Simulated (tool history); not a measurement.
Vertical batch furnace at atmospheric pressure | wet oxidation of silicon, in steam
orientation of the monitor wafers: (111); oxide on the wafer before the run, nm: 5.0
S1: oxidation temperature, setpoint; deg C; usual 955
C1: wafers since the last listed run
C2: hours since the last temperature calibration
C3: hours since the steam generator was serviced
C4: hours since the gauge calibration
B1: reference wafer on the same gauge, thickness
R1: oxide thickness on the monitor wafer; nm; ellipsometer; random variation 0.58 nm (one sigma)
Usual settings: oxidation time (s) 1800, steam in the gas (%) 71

Run 1, hour 0: usual settings; C1 0; C2 3301.3; C3 2038.6; C4 260.5; B1 192.3. Result: R1 170.31 nm.
Run 2, hour 13.1: usual settings; C1 245; C2 3314.4; C3 2051.7; C4 273.6; B1 192.29. Result: R1 171.4 nm.
At hour 43.1: gauge calibrated.
Run 3, hour 48.4: usual settings; C1 662; C2 3349.7; C3 2087; C4 5.3; B1 190.36. Result: R1 170.38 nm.
Run 4, hour 70.2: usual settings but steam in the gas (%) 77; C1 408; C2 3371.5; C3 2108.8; C4 27.1; B1 190.57. Result: R1 181.7 nm.
Run 5, hour 96.1: usual settings but steam in the gas (%) 66; C1 485; C2 3397.4; C3 2134.7; C4 53; B1 190.42. Result: R1 160.77 nm.
Run 6, hour 109.7: usual settings; C1 255; C2 3411; C3 2148.3; C4 66.6; B1 190.35. Result: R1 170.86 nm.
Run 7, hour 142.7: usual settings; C1 619; C2 3444; C3 2181.3; C4 99.6; B1 190.73. Result: R1 169.96 nm.
At hour 181.9: steam generator serviced.
Run 8, hour 212.8: usual settings; C1 864; C2 3514.1; C3 30.9; C4 169.7; B1 191.3. Result: R1 171.02 nm.
Run 9, hour 232.6: usual settings; C1 371; C2 3533.9; C3 50.7; C4 189.5; B1 191.44. Result: R1 172.13 nm.
Run 10, hour 263.5: usual settings; C1 579; C2 3564.8; C3 81.6; C4 220.4; B1 191.71. Result: R1 171.95 nm.
Run 11, hour 287.9: usual settings but oxidation time (s) 2190, steam in the gas (%) 60; C1 457; C2 3589.2; C3 106; C4 244.8; B1 192.14. Result: R1 175.23 nm.
Run 12, hour 311.8: usual settings; C1 448; C2 3613.1; C3 129.9; C4 268.7; B1 192.14. Result: R1 172.05 nm.
At hour 316.2: gauge calibrated.
At hour 347.6: thermocouples replaced and temperature profile calibrated.
Run 13, hour 380.3: usual settings; C1 834; C2 32.7; C3 198.4; C4 64.1; B1 189.84. Result: R1 170.18 nm.
Run 14, hour 404.5: usual settings but oxidation time (s) 2520; C1 453; C2 56.9; C3 222.6; C4 88.3; B1 189.95. Result: R1 217.88 nm.
Run 15, hour 432.1: usual settings but S1 937 deg C; C1 517; C2 84.5; C3 250.2; C4 115.9; B1 190.13. Result: R1 142.87 nm.
Run 16, hour 459.5: usual settings but S1 976 deg C, oxidation time (s) 2430, steam in the gas (%) 82; C1 514; C2 111.9; C3 277.6; C4 143.3; B1 190.06. Result: R1 280.13 nm.
Run 17, hour 489.9: usual settings but steam in the gas (%) 81; C1 570; C2 142.3; C3 308; C4 173.7; B1 190.67. Result: R1 188.12 nm.
Run 18, hour 506.9: usual settings but steam in the gas (%) 81; C1 318; C2 159.3; C3 325; C4 190.7; B1 190.54. Result: R1 188.69 nm.

Forecast each of these 3 alternatives for the next run:
Run A, hour 511.1: usual settings but steam in the gas (%) 67; C1 78; C2 163.5; C3 329.2; C4 194.9; B1 ?. Result: R1 ?.
Run B, hour 511.1: usual settings but oxidation time (s) 1320; C1 78; C2 163.5; C3 329.2; C4 194.9; B1 ?. Result: R1 ?.
Run C, hour 511.1: usual settings but S1 980 deg C; C1 78; C2 163.5; C3 329.2; C4 194.9; B1 ?. Result: R1 ?.

run      B1      R1
  A  190.69  163.21
  B  190.69  134.34
  C  190.69  211.62
Without the tool's hidden state the same runs would have given:
run      R1
  A  162.61
  B  133.84
  C  210.83
